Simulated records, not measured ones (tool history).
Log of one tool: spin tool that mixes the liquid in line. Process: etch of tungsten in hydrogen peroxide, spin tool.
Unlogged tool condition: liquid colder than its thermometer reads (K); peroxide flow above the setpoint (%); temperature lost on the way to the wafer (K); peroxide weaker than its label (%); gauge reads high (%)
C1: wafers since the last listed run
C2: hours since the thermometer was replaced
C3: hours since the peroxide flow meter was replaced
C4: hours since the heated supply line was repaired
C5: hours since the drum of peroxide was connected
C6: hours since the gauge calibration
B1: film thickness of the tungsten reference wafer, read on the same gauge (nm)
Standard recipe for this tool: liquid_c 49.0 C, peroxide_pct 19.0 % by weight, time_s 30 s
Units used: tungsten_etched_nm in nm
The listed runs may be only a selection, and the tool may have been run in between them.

Run 1, hour 0.0: usual settings but liquid_c 42.5 C; C1 0; C2 326.1; C3 1698.3; C4 417.6; C5 119.8; C6 34.0; B1 150.00. Result: tungsten_etched_nm 37.24 nm.
Run 2, hour 136.3: usual settings but liquid_c 42.5 C; C1 1289; C2 462.4; C3 1834.6; C4 553.9; C5 256.1; C6 170.3; B1 150.01. Result: tungsten_etched_nm 37.13 nm.
Run 3, hour 171.3: usual settings; C1 331; C2 497.4; C3 1869.6; C4 588.9; C5 291.1; C6 205.3; B1 149.98. Result: tungsten_etched_nm 55.93 nm.
Run 4, hour 199.2: usual settings; C1 264; C2 525.3; C3 1897.5; C4 616.8; C5 319.0; C6 233.2; B1 150.00. Result: tungsten_etched_nm 55.55 nm.
At hour 218.9: peroxide flow meter replaced.
At hour 233.4: heated supply line repaired.
Run 5, hour 269.4: usual settings; C1 645; C2 595.5; C3 50.5; C4 36.0; C5 389.2; C6 303.4; B1 150.01. Result: tungsten_etched_nm 54.00 nm.
Run 6, hour 304.0: usual settings; C1 327; C2 630.1; C3 85.1; C4 70.6; C5 423.8; C6 338.0; B1 150.01. Result: tungsten_etched_nm 54.16 nm.
Run 7, hour 340.1: usual settings; C1 341; C2 666.2; C3 121.2; C4 106.7; C5 459.9; C6 374.1; B1 150.01. Result: tungsten_etched_nm 54.23 nm.
Run 8, hour 375.7: usual settings but liquid_c 42.0 C, time_s 20 s; C1 336; C2 701.8; C3 156.8; C4 142.3; C5 495.5; C6 409.7; B1 149.98. Result: tungsten_etched_nm 23.32 nm.
Run 9, hour 425.7: usual settings but time_s 20 s; C1 473; C2 751.8; C3 206.8; C4 192.3; C5 545.5; C6 459.7; B1 150.00. Result: tungsten_etched_nm 36.01 nm.
Run 10, hour 462.9: usual settings but liquid_c 54.0 C, peroxide_pct 16.5 % by weight, time_s 40 s; C1 352; C2 789.0; C3 244.0; C4 229.5; C5 582.7; C6 496.9; B1 150.00. Result: tungsten_etched_nm 90.45 nm.
At hour 464.9: thermometer replaced.
At hour 477.8: gauge calibrated.
At hour 480.8: new drum of peroxide connected.
Run 11, hour 487.2: usual settings but peroxide_pct 23.5 % by weight, time_s 40 s; C1 211; C2 22.3; C3 268.3; C4 253.8; C5 6.4; C6 9.4; B1 150.00. Result: tungsten_etched_nm 80.80 nm.
Run 12, hour 543.2: usual settings but liquid_c 43.0 C, time_s 40 s; C1 529; C2 78.3; C3 324.3; C4 309.8; C5 62.4; C6 65.4; B1 150.00. Result: tungsten_etched_nm 49.71 nm.
Run 13, hour 604.9: usual settings; C1 583; C2 140.0; C3 386.0; C4 371.5; C5 124.1; C6 127.1; B1 150.00. Result: tungsten_etched_nm 54.10 nm.
Run 14, hour 643.0: usual settings; C1 360; C2 178.1; C3 424.1; C4 409.6; C5 162.2; C6 165.2; B1 150.01. Result: tungsten_etched_nm 54.17 nm.
Run 15, hour 683.6: usual settings but liquid_c 54.5 C, peroxide_pct 21.0 % by weight, time_s 20 s; C1 384; C2 218.7; C3 464.7; C4 450.2; C5 202.8; C6 205.8; B1 150.00. Result: tungsten_etched_nm 53.38 nm.

Per-run results on a tool with no hidden state, each run keeping its own random variation:
run  tungsten_etched_nm
  1               36.00
  2               35.92
  3               54.08
  4               53.73
  5               53.94
  6               54.11
  7               54.19
  8               23.31
  9               36.00
 10               90.43
 11               80.79
 12               49.78
 13               54.15
 14               54.22
 15               53.40
